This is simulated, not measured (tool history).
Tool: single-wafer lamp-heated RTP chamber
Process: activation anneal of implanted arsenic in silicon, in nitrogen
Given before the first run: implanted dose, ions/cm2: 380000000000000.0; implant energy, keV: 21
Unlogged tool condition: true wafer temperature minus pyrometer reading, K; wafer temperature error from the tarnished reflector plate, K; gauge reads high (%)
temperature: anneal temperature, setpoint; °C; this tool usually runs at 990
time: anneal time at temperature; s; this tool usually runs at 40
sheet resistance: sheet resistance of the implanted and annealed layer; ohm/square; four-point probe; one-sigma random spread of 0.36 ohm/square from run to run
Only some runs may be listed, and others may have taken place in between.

run,hour,temperature,time,wafers since the last listed run,wafers since the last pyrometer calibration,wafers since the reflector plate was cleaned,hours since the gauge calibration,"read-back reference wafer on the same gauge, sheet resistance",sheet resistance
1,0,990,40,0,2496,8002,587.7,198.08,239.88
2,55.3,990,40,489,2985,8491,643,197.89,239.85
3,93.7,990,40,339,3325,8831,681.4,198.07,239.62
4,149.3,990,40,492,3817,9323,737,198.12,239.49
5,199.2,975,40,441,4258,9765,786.9,198.14,240.26
6,223.6,990,40,215,4474,9981,811.3,198.01,238.76
# hour 257.8: gauge calibrated
7,275.4,990,40,458,4933,10439,17.6,198.02,239.79
8,310.4,990,40,309,5242,10749,52.6,198.06,239.5
9,449.8,990,40,1233,6476,11983,192,198.2,239.51
10,489.9,976,52,354,6831,12337,232.1,198.11,239.81
# hour 502.4: reflector plate cleaned
# hour 523.8: pyrometer window cleaned and pyrometer calibrated
11,540.2,990,40,303,144,263,282.4,198.03,240.16
12,566.1,990,40,229,373,492,308.3,198.05,240.69
13,606.3,990,40,355,729,848,348.5,198.06,240.85
14,668.4,990,40,549,1279,1397,410.6,198.05,240.56
15,715.9,990,40,420,1699,1818,458.1,198.09,239.46
16,756.5,990,40,359,2058,2177,498.7,197.98,239.64
17,791.7,1013,49,311,2370,2489,533.9,197.95,234.49
18,845.1,990,40,472,2842,2961,587.3,198.08,239.61
19,886.3,1019,53,364,3207,3326,628.5,197.88,233.53
20,950.3,990,40,566,3773,3892,692.5,197.99,239.24
21,1020.3,990,40,619,4393,4512,762.5,198.01,239.31
22,1080.5,975,56,532,4926,5044,822.7,197.83,239.08
23,1128.7,990,40,426,5352,5471,870.9,197.97,239.26
# hour 1132.6: gauge calibrated
24,1189.3,967,56,536,5888,6007,56.7,197.87,240.03
25,1233,979,25,386,6275,6394,100.4,197.96,242.85
26,1274.2,990,40,364,6640,6758,141.6,198.02,239.48
27,1314.7,980,25,358,6998,7117,182.1,197.93,242.41
# hour 1344.6: pyrometer window cleaned and pyrometer calibrated
28,1346.7,964,19,212,18,7329,214.1,198.01,244.69
29,1386.3,1011,54,350,368,7680,253.7,198.04,236.31
30,1415,971,46,253,622,7934,282.4,198.08,241.3
31,1451.4,1013,40,322,944,8256,318.8,198.11,236.78
32,1500.5,977,30,434,1379,8690,367.9,198.16,242.24

What differs in the tool's unlogged condition from the final listed run ahead of each entry between runs to the first listed run following it?
After run 6, before run 7: gauge calibrated (hour 257.8)
  true wafer temperature minus pyrometer reading, K: 11.3 -> 11.7
  the result without the hidden state subtracted from the measured one, sheet resistance: -1.37 -> -1.43 ohm/square
After run 10, before run 11: reflector plate cleaned (hour 502.4); pyrometer window cleaned and pyrometer calibrated (hour 523.8)
  true wafer temperature minus pyrometer reading, K: 12.6 -> 1.87
  the result without the hidden state subtracted from the measured one, sheet resistance: -1.47 -> -0.21 ohm/square
After run 23, before run 24: gauge calibrated (hour 1132.6)
  true wafer temperature minus pyrometer reading, K: 12.3 -> 12.5
  the result without the hidden state subtracted from the measured one, sheet resistance: -1.5 -> -1.26 ohm/square
After run 27, before run 28: pyrometer window cleaned and pyrometer calibrated (hour 1344.6)
  true wafer temperature minus pyrometer reading, K: 13 -> 2.02
  the result without the hidden state subtracted from the measured one, sheet resistance: -1.1 -> -0.1 ohm/square
